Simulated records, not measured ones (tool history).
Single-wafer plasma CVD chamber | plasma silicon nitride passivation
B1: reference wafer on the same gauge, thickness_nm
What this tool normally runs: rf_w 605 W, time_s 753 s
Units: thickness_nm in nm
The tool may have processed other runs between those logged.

run 1 hour=0 | rf_w=605 time_s=753 | B1=1415.092 | thickness_nm=1340.385
run 2 hour=69.6 | rf_w=605 time_s=753 | B1=1415.604 | thickness_nm=1338.966
run 3 hour=165.3 | rf_w=605 time_s=753 | B1=1416.542 | thickness_nm=1340.754
run 4 hour=251.1 | rf_w=640 time_s=753 | B1=1415.381 | thickness_nm=1361.918
run 5 hour=355.7 | rf_w=640 time_s=753 | B1=1416.762 | thickness_nm=1356.38
run 6 hour=431.1 | rf_w=605 time_s=753 | B1=1416 | thickness_nm=1344.099
run 7 hour=507.7 | rf_w=605 time_s=714 | B1=1416.481 | thickness_nm=1275.332
run 8 hour=554.8 | rf_w=605 time_s=714 | B1=1416.847 | thickness_nm=1266.582
run 9 hour=665.5 | rf_w=605 time_s=714 | B1=1416.517 | thickness_nm=1267.393
run 10 hour=764.3 | rf_w=605 time_s=753 | B1=1417.686 | thickness_nm=1344.436
run 11 hour=805.5 | rf_w=605 time_s=753 | B1=1416.911 | thickness_nm=1338.627
-- hour=838.8 gauge calibrated
run 12 hour=899.1 | rf_w=670 time_s=753 | B1=1390.716 | thickness_nm=1349.667
-- hour=934.3 showerhead replaced
run 13 hour=986.5 | rf_w=670 time_s=753 | B1=1394.251 | thickness_nm=1360.316
-- hour=1023.5 RF generator calibrated
run 14 hour=1064.3 | rf_w=670 time_s=753 | B1=1397.753 | thickness_nm=1361.516
run 15 hour=1130.3 | rf_w=605 time_s=753 | B1=1399.174 | thickness_nm=1315.971
run 16 hour=1213.8 | rf_w=605 time_s=753 | B1=1401.829 | thickness_nm=1325.266
run 17 hour=1301.8 | rf_w=605 time_s=708 | B1=1405.294 | thickness_nm=1252.976
run 18 hour=1338.4 | rf_w=645 time_s=753 | B1=1405.834 | thickness_nm=1353.803
run 19 hour=1443.7 | rf_w=605 time_s=630 | B1=1408.319 | thickness_nm=1118.098
run 20 hour=1499.7 | rf_w=695 time_s=753 | B1=1407.934 | thickness_nm=1383.077
run 21 hour=1539.1 | rf_w=525 time_s=641 | B1=1410.639 | thickness_nm=1099.992
run 22 hour=1579.7 | rf_w=605 time_s=753 | B1=1411.481 | thickness_nm=1337.757
run 23 hour=1662.4 | rf_w=665 time_s=844 | B1=1412.966 | thickness_nm=1530.32
run 24 hour=1752.3 | rf_w=605 time_s=677 | B1=1413.336 | thickness_nm=1207.205
run 25 hour=1823.7 | rf_w=605 time_s=753 | B1=1414.877 | thickness_nm=1334.124
-- hour=1937.8 RF generator calibrated
run 26 hour=2110 | rf_w=485 time_s=639 | B1=1419.313 | thickness_nm=1079.405
run 27 hour=2217.9 | rf_w=605 time_s=714 | B1=1418.282 | thickness_nm=1281.108
run 28 hour=2276.2 | rf_w=485 time_s=625 | B1=1420.021 | thickness_nm=1057.371
run 29 hour=2368 | rf_w=605 time_s=753 | B1=1420.333 | thickness_nm=1346.976
run 30 hour=2411.5 | rf_w=525 time_s=641 | B1=1422.242 | thickness_nm=1108.045
run 31 hour=2448.1 | rf_w=575 time_s=684 | B1=1421.466 | thickness_nm=1206.322
run 32 hour=2490 | rf_w=725 time_s=658 | B1=1421.848 | thickness_nm=1234.729

Predict each of these 5 candidate next runs independently; none follows another, all start after run 32:
run A hour=2490.6 | rf_w=605 time_s=753 | B1=? | thickness_nm=?
run B hour=2490.6 | rf_w=720 time_s=653 | B1=? | thickness_nm=?
run C hour=2490.6 | rf_w=675 time_s=662 | B1=? | thickness_nm=?
run D hour=2490.6 | rf_w=660 time_s=753 | B1=? | thickness_nm=?
run E hour=2490.6 | rf_w=555 time_s=804 | B1=? | thickness_nm=?

run=A B1=1422.387 thickness_nm=1348.551
run=B B1=1422.387 thickness_nm=1223.39
run=C B1=1422.387 thickness_nm=1219.536
run=D B1=1422.387 thickness_nm=1379.111
run=E B1=1422.387 thickness_nm=1408.65
What these runs would have given with no unlogged condition in the tool:
run=A thickness_nm=1308.275
run=B thickness_nm=1186.852
run=C thickness_nm=1183.113
run=D thickness_nm=1337.921
run=E thickness_nm=1366.578

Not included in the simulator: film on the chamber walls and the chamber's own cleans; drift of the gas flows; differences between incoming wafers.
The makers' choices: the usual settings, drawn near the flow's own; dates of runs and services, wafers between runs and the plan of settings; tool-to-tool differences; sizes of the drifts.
